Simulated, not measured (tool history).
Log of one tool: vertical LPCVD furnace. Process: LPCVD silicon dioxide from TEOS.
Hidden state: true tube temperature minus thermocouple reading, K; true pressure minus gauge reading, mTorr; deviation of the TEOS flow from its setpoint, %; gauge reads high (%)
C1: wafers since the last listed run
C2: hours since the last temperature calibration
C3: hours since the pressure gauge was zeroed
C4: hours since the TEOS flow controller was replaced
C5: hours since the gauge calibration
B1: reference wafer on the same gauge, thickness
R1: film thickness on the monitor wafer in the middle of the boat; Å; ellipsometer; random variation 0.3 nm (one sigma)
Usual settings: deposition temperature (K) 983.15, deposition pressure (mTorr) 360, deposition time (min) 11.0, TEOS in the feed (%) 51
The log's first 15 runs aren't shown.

{"run": 16, "hour": 348.9, "deposition temperature (K)": 983.15, "deposition pressure (mTorr)": 360, "deposition time (min)": 11.0, "TEOS in the feed (%)": 51, "C1": 266, "C2": 4421.8, "C3": 83.0, "C4": 6485.1, "C5": 51.2, "B1": 117.32, "R1": 1057.6}
{"hour": 387.6, "done": "thermocouples replaced and temperature profile calibrated"}
{"run": 17, "hour": 388.1, "deposition temperature (K)": 973.15, "deposition pressure (mTorr)": 360, "deposition time (min)": 13.0, "TEOS in the feed (%)": 46, "C1": 162, "C2": 0.5, "C3": 122.2, "C4": 6524.3, "C5": 90.4, "B1": 117.06, "R1": 893.1}
{"run": 18, "hour": 396.5, "deposition temperature (K)": 983.15, "deposition pressure (mTorr)": 395, "deposition time (min)": 11.0, "TEOS in the feed (%)": 51, "C1": 90, "C2": 8.9, "C3": 130.6, "C4": 6532.7, "C5": 98.8, "B1": 117.28, "R1": 1041.9}
{"run": 19, "hour": 423.0, "deposition temperature (K)": 974.15, "deposition pressure (mTorr)": 360, "deposition time (min)": 11.0, "TEOS in the feed (%)": 51, "C1": 283, "C2": 35.4, "C3": 157.1, "C4": 6559.2, "C5": 125.3, "B1": 117.29, "R1": 811.5}
{"run": 20, "hour": 444.6, "deposition temperature (K)": 983.15, "deposition pressure (mTorr)": 360, "deposition time (min)": 11.0, "TEOS in the feed (%)": 51, "C1": 231, "C2": 57.0, "C3": 178.7, "C4": 6580.8, "C5": 146.9, "B1": 117.3, "R1": 1003.0}
{"run": 21, "hour": 470.7, "deposition temperature (K)": 983.15, "deposition pressure (mTorr)": 360, "deposition time (min)": 11.0, "TEOS in the feed (%)": 51, "C1": 279, "C2": 83.1, "C3": 204.8, "C4": 6606.9, "C5": 173.0, "B1": 117.14, "R1": 999.2}
{"run": 22, "hour": 484.6, "deposition temperature (K)": 983.15, "deposition pressure (mTorr)": 335, "deposition time (min)": 13.0, "TEOS in the feed (%)": 51, "C1": 148, "C2": 97.0, "C3": 218.7, "C4": 6620.8, "C5": 186.9, "B1": 117.13, "R1": 1138.4}
{"run": 23, "hour": 501.7, "deposition temperature (K)": 983.15, "deposition pressure (mTorr)": 360, "deposition time (min)": 8.5, "TEOS in the feed (%)": 51, "C1": 183, "C2": 114.1, "C3": 235.8, "C4": 6637.9, "C5": 204.0, "B1": 117.39, "R1": 773.1}
{"hour": 534.4, "done": "TEOS flow controller replaced"}
{"run": 24, "hour": 546.3, "deposition temperature (K)": 983.15, "deposition pressure (mTorr)": 440, "deposition time (min)": 11.0, "TEOS in the feed (%)": 45, "C1": 220, "C2": 158.7, "C3": 280.4, "C4": 11.9, "C5": 248.6, "B1": 117.28, "R1": 1032.4}
{"run": 25, "hour": 581.2, "deposition temperature (K)": 976.15, "deposition pressure (mTorr)": 430, "deposition time (min)": 9.5, "TEOS in the feed (%)": 56, "C1": 373, "C2": 193.6, "C3": 315.3, "C4": 46.8, "C5": 283.5, "B1": 117.24, "R1": 843.2}
{"run": 26, "hour": 610.6, "deposition temperature (K)": 983.15, "deposition pressure (mTorr)": 360, "deposition time (min)": 11.0, "TEOS in the feed (%)": 51, "C1": 315, "C2": 223.0, "C3": 344.7, "C4": 76.2, "C5": 312.9, "B1": 117.05, "R1": 995.7}
{"run": 27, "hour": 628.5, "deposition temperature (K)": 983.15, "deposition pressure (mTorr)": 360, "deposition time (min)": 11.0, "TEOS in the feed (%)": 51, "C1": 191, "C2": 240.9, "C3": 362.6, "C4": 94.1, "C5": 330.8, "B1": 117.37, "R1": 998.3}
{"run": 28, "hour": 679.2, "deposition temperature (K)": 983.15, "deposition pressure (mTorr)": 360, "deposition time (min)": 8.0, "TEOS in the feed (%)": 51, "C1": 543, "C2": 291.6, "C3": 413.3, "C4": 144.8, "C5": 381.5, "B1": 117.18, "R1": 727.8}
{"run": 29, "hour": 700.3, "deposition temperature (K)": 983.15, "deposition pressure (mTorr)": 450, "deposition time (min)": 14.0, "TEOS in the feed (%)": 59, "C1": 226, "C2": 312.7, "C3": 434.4, "C4": 165.9, "C5": 402.6, "B1": 117.25, "R1": 1526.4}
{"run": 30, "hour": 724.2, "deposition temperature (K)": 989.15, "deposition pressure (mTorr)": 395, "deposition time (min)": 11.0, "TEOS in the feed (%)": 51, "C1": 256, "C2": 336.6, "C3": 458.3, "C4": 189.8, "C5": 426.5, "B1": 117.13, "R1": 1194.1}
{"run": 31, "hour": 742.3, "deposition temperature (K)": 983.15, "deposition pressure (mTorr)": 360, "deposition time (min)": 11.0, "TEOS in the feed (%)": 51, "C1": 193, "C2": 354.7, "C3": 476.4, "C4": 207.9, "C5": 444.6, "B1": 117.36, "R1": 998.4}
{"run": 32, "hour": 761.8, "deposition temperature (K)": 974.15, "deposition pressure (mTorr)": 360, "deposition time (min)": 13.5, "TEOS in the feed (%)": 51, "C1": 208, "C2": 374.2, "C3": 495.9, "C4": 227.4, "C5": 464.1, "B1": 117.32, "R1": 1005.6}

Forecast each of these 3 alternatives for the next run:
{"run": "A", "hour": 766.2, "deposition temperature (K)": 983.15, "deposition pressure (mTorr)": 360, "deposition time (min)": 11.0, "TEOS in the feed (%)": 51, "C1": 47, "C2": 378.6, "C3": 500.3, "C4": 231.8, "C5": 468.5, "B1": "?", "R1": "?"}
{"run": "B", "hour": 766.2, "deposition temperature (K)": 976.15, "deposition pressure (mTorr)": 270, "deposition time (min)": 11.0, "TEOS in the feed (%)": 51, "C1": 47, "C2": 378.6, "C3": 500.3, "C4": 231.8, "C5": 468.5, "B1": "?", "R1": "?"}
{"run": "C", "hour": 766.2, "deposition temperature (K)": 983.15, "deposition pressure (mTorr)": 400, "deposition time (min)": 7.0, "TEOS in the feed (%)": 51, "C1": 47, "C2": 378.6, "C3": 500.3, "C4": 231.8, "C5": 468.5, "B1": "?", "R1": "?"}

run=A B1=117.20 R1=1000.0
run=B B1=117.20 R1=737.7
run=C B1=117.20 R1=670.8
Without the tool's hidden state the same runs would have given:
run=A R1=985.8
run=B R1=727.0
run=C R1=661.2
